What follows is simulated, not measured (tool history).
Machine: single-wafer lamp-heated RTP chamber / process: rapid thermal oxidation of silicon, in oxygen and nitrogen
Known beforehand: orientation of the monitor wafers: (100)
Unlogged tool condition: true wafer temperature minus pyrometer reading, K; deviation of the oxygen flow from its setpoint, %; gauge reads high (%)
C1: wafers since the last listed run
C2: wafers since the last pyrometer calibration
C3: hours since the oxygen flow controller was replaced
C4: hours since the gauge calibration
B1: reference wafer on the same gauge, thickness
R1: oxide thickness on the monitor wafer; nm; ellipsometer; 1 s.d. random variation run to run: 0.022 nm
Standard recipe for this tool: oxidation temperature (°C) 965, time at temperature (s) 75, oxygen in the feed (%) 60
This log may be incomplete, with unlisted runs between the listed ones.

{"run": 1, "day": 0.0, "oxidation temperature (°C)": 965, "time at temperature (s)": 75, "oxygen in the feed (%)": 60, "C1": 0, "C2": 6920, "C3": 2734.7, "C4": 38.1, "B1": 4.589, "R1": 4.803}
{"run": 2, "day": 0.612, "oxidation temperature (°C)": 965, "time at temperature (s)": 75, "oxygen in the feed (%)": 60, "C1": 134, "C2": 7054, "C3": 2749.4, "C4": 52.8, "B1": 4.589, "R1": 4.834}
{"run": 3, "day": 1.317, "oxidation temperature (°C)": 965, "time at temperature (s)": 75, "oxygen in the feed (%)": 60, "C1": 154, "C2": 7208, "C3": 2766.3, "C4": 69.7, "B1": 4.594, "R1": 4.818}
{"run": 4, "day": 1.921, "oxidation temperature (°C)": 983, "time at temperature (s)": 75, "oxygen in the feed (%)": 60, "C1": 132, "C2": 7341, "C3": 2780.8, "C4": 84.2, "B1": 4.596, "R1": 5.441}
{"run": 5, "day": 2.579, "oxidation temperature (°C)": 983, "time at temperature (s)": 75, "oxygen in the feed (%)": 60, "C1": 144, "C2": 7485, "C3": 2796.6, "C4": 100.0, "B1": 4.592, "R1": 5.494}
{"run": 6, "day": 3.25, "oxidation temperature (°C)": 958, "time at temperature (s)": 75, "oxygen in the feed (%)": 60, "C1": 147, "C2": 7632, "C3": 2812.7, "C4": 116.1, "B1": 4.589, "R1": 4.57}
{"run": 7, "day": 3.854, "oxidation temperature (°C)": 955, "time at temperature (s)": 75, "oxygen in the feed (%)": 60, "C1": 132, "C2": 7764, "C3": 2827.2, "C4": 130.6, "B1": 4.587, "R1": 4.518}
{"run": 8, "day": 4.308, "oxidation temperature (°C)": 955, "time at temperature (s)": 75, "oxygen in the feed (%)": 60, "C1": 99, "C2": 7864, "C3": 2838.1, "C4": 141.5, "B1": 4.59, "R1": 4.506}
{"run": 9, "day": 4.679, "oxidation temperature (°C)": 965, "time at temperature (s)": 75, "oxygen in the feed (%)": 60, "C1": 81, "C2": 7945, "C3": 2847.0, "C4": 150.4, "B1": 4.589, "R1": 4.838}
{"day": 5.221, "done": "oxygen flow controller replaced"}
{"run": 10, "day": 5.242, "oxidation temperature (°C)": 965, "time at temperature (s)": 75, "oxygen in the feed (%)": 60, "C1": 50, "C2": 7995, "C3": 0.5, "C4": 163.9, "B1": 4.584, "R1": 4.842}
{"run": 11, "day": 5.446, "oxidation temperature (°C)": 965, "time at temperature (s)": 75, "oxygen in the feed (%)": 60, "C1": 44, "C2": 8040, "C3": 5.4, "C4": 168.8, "B1": 4.595, "R1": 4.862}
{"run": 12, "day": 5.85, "oxidation temperature (°C)": 965, "time at temperature (s)": 75, "oxygen in the feed (%)": 60, "C1": 88, "C2": 8129, "C3": 15.1, "C4": 178.5, "B1": 4.585, "R1": 4.824}
{"run": 13, "day": 6.3, "oxidation temperature (°C)": 965, "time at temperature (s)": 75, "oxygen in the feed (%)": 60, "C1": 98, "C2": 8227, "C3": 25.9, "C4": 189.3, "B1": 4.598, "R1": 4.838}
{"run": 14, "day": 6.783, "oxidation temperature (°C)": 983, "time at temperature (s)": 46, "oxygen in the feed (%)": 86, "C1": 105, "C2": 8333, "C3": 37.5, "C4": 200.9, "B1": 4.592, "R1": 5.048}
{"day": 7.35, "done": "pyrometer window cleaned and pyrometer calibrated"}
{"run": 15, "day": 7.371, "oxidation temperature (°C)": 965, "time at temperature (s)": 75, "oxygen in the feed (%)": 60, "C1": 55, "C2": 4, "C3": 51.6, "C4": 215.0, "B1": 4.593, "R1": 4.517}
{"run": 16, "day": 7.567, "oxidation temperature (°C)": 957, "time at temperature (s)": 96, "oxygen in the feed (%)": 60, "C1": 42, "C2": 47, "C3": 56.3, "C4": 219.7, "B1": 4.584, "R1": 4.701}
{"day": 8.275, "done": "gauge calibrated"}
{"run": 17, "day": 8.308, "oxidation temperature (°C)": 965, "time at temperature (s)": 75, "oxygen in the feed (%)": 60, "C1": 162, "C2": 210, "C3": 74.1, "C4": 0.8, "B1": 4.588, "R1": 4.495}
{"run": 18, "day": 8.608, "oxidation temperature (°C)": 941, "time at temperature (s)": 88, "oxygen in the feed (%)": 60, "C1": 65, "C2": 275, "C3": 81.3, "C4": 8.0, "B1": 4.6, "R1": 4.099}
{"run": 19, "day": 9.254, "oxidation temperature (°C)": 965, "time at temperature (s)": 75, "oxygen in the feed (%)": 60, "C1": 141, "C2": 417, "C3": 96.8, "C4": 23.5, "B1": 4.591, "R1": 4.545}
{"run": 20, "day": 9.854, "oxidation temperature (°C)": 994, "time at temperature (s)": 75, "oxygen in the feed (%)": 76, "C1": 131, "C2": 549, "C3": 111.2, "C4": 37.9, "B1": 4.593, "R1": 6.076}
{"run": 21, "day": 10.204, "oxidation temperature (°C)": 954, "time at temperature (s)": 75, "oxygen in the feed (%)": 60, "C1": 76, "C2": 625, "C3": 119.6, "C4": 46.3, "B1": 4.59, "R1": 4.229}
{"run": 22, "day": 10.783, "oxidation temperature (°C)": 965, "time at temperature (s)": 47, "oxygen in the feed (%)": 32, "C1": 126, "C2": 752, "C3": 133.5, "C4": 60.2, "B1": 4.588, "R1": 3.24}
{"run": 23, "day": 11.217, "oxidation temperature (°C)": 965, "time at temperature (s)": 90, "oxygen in the feed (%)": 79, "C1": 94, "C2": 847, "C3": 143.9, "C4": 70.6, "B1": 4.589, "R1": 5.401}
{"run": 24, "day": 11.692, "oxidation temperature (°C)": 988, "time at temperature (s)": 90, "oxygen in the feed (%)": 35, "C1": 104, "C2": 951, "C3": 155.3, "C4": 82.0, "B1": 4.597, "R1": 4.931}
{"run": 25, "day": 11.975, "oxidation temperature (°C)": 947, "time at temperature (s)": 97, "oxygen in the feed (%)": 80, "C1": 62, "C2": 1013, "C3": 162.1, "C4": 88.8, "B1": 4.58, "R1": 4.961}
{"run": 26, "day": 12.383, "oxidation temperature (°C)": 995, "time at temperature (s)": 90, "oxygen in the feed (%)": 40, "C1": 89, "C2": 1103, "C3": 171.9, "C4": 98.6, "B1": 4.594, "R1": 5.396}

Below are 4 alternative next runs, each starting from the tool's condition after run 26. Predict each:
{"run": "A", "day": 12.404, "oxidation temperature (°C)": 965, "time at temperature (s)": 75, "oxygen in the feed (%)": 60, "C1": 4, "C2": 1107, "C3": 172.4, "C4": 99.1, "B1": "?", "R1": "?"}
{"run": "B", "day": 12.404, "oxidation temperature (°C)": 989, "time at temperature (s)": 50, "oxygen in the feed (%)": 37, "C1": 4, "C2": 1107, "C3": 172.4, "C4": 99.1, "B1": "?", "R1": "?"}
{"run": "C", "day": 12.404, "oxidation temperature (°C)": 965, "time at temperature (s)": 112, "oxygen in the feed (%)": 89, "C1": 4, "C2": 1107, "C3": 172.4, "C4": 99.1, "B1": "?", "R1": "?"}
{"run": "D", "day": 12.404, "oxidation temperature (°C)": 965, "time at temperature (s)": 45, "oxygen in the feed (%)": 60, "C1": 4, "C2": 1107, "C3": 172.4, "C4": 99.1, "B1": "?", "R1": "?"}

run=A B1=4.599 R1=4.611
run=B B1=4.599 R1=3.973
run=C B1=4.599 R1=6.252
run=D B1=4.599 R1=3.775
Stripped of hidden state, with their random variation kept, the same runs would have yielded:
run=A R1=4.475
run=B R1=3.870
run=C R1=6.052
run=D R1=3.676
